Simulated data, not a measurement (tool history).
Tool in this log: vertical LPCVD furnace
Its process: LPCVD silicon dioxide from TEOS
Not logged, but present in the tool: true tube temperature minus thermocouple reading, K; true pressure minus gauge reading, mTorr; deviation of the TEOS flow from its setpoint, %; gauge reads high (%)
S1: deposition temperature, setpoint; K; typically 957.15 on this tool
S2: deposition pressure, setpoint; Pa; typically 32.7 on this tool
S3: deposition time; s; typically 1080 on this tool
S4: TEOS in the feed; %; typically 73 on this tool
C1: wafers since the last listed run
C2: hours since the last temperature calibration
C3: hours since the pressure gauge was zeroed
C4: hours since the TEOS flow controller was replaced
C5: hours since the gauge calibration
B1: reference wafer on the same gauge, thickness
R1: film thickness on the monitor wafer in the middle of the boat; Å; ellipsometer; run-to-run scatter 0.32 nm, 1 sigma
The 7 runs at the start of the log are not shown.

run    hour      S1    S2    S3  S4    C1      C2      C3      C4      C5     B1      R1
  8   275.2  954.15  32.7  1080  73   953  1438.6  4162.8   218.6    2016  98.59   795.2
  9   304.9  957.15  32.7  1080  80   723  1468.3  4192.5   248.3  2045.7  98.49   890.5
 10   372.4  957.15  32.7  1080  73  1645  1535.8    4260   315.8  2113.2  98.61     853
      582.4  -- thermocouples replaced and temperature profile calibrated
 11   582.9  962.15  32.7  1080  67  4546     0.5  4470.5   526.3  2323.7  98.64   897.1
 12     602  957.15    30  1080  80   465    19.6  4489.6   545.4  2342.8  98.65   830.8
      621.9  -- gauge calibrated
 13   649.6  957.15  35.3  1440  73  1160    67.2  4537.2     593    27.7  98.66  1144.7
 14   696.3  969.15  25.3   750  60  1138   113.9  4583.9   639.7    74.4  98.65   610.2
      759.2  -- pressure gauge zeroed
 15   780.9  957.15  32.7  1080  82  1477   198.5    21.7   724.3     159  98.68   873.1
 16   819.2  951.15  32.7  1440  73   933   236.8      60   762.6   197.3  98.68   968.6
 17   847.3  966.15  32.7  1080  73   684   264.9    88.1   790.7   225.4  98.57  1033.3
 18   911.7  957.15  36.7  1350  86  1569   329.3   152.5   855.1   289.8  98.57  1201.7
 19   941.3  957.15  32.7  1080  73   721   358.9   182.1   884.7   319.4  98.57   830.8
 20   987.3  957.15  32.7   720  82  1121   404.9   228.1   930.7   365.4  98.68   587.4
 21  1026.7  957.15  32.7  1080  73   960   444.3   267.5   970.1   404.8   98.6   835.9
 22  1070.5  957.15  32.7  1080  73  1067   488.1   311.3  1013.9   448.6  98.64   835.1
 23  1117.7  957.15  32.7  1080  73  1150   535.3   358.5  1061.1   495.8   98.6   834.7
 24  1284.5  957.15  34.7  1080  73  4066   702.1   525.3  1227.9   662.6  98.55   868.1
 25  1351.1  957.15  32.7  1080  78  1623   768.7   591.9  1294.5   729.2  98.63   872.3

Run 26 comes next. What will it give?
 26  1404.7  951.15  32.7  1080  73  1306  822.3  645.5  1348.1  782.8   ?   ?

For run 26 the tool returned B1 98.62, R1 729.2 Å.
Were there no unlogged condition in the tool, this run, its random variation unchanged, would have produced R1 712.7 Å.

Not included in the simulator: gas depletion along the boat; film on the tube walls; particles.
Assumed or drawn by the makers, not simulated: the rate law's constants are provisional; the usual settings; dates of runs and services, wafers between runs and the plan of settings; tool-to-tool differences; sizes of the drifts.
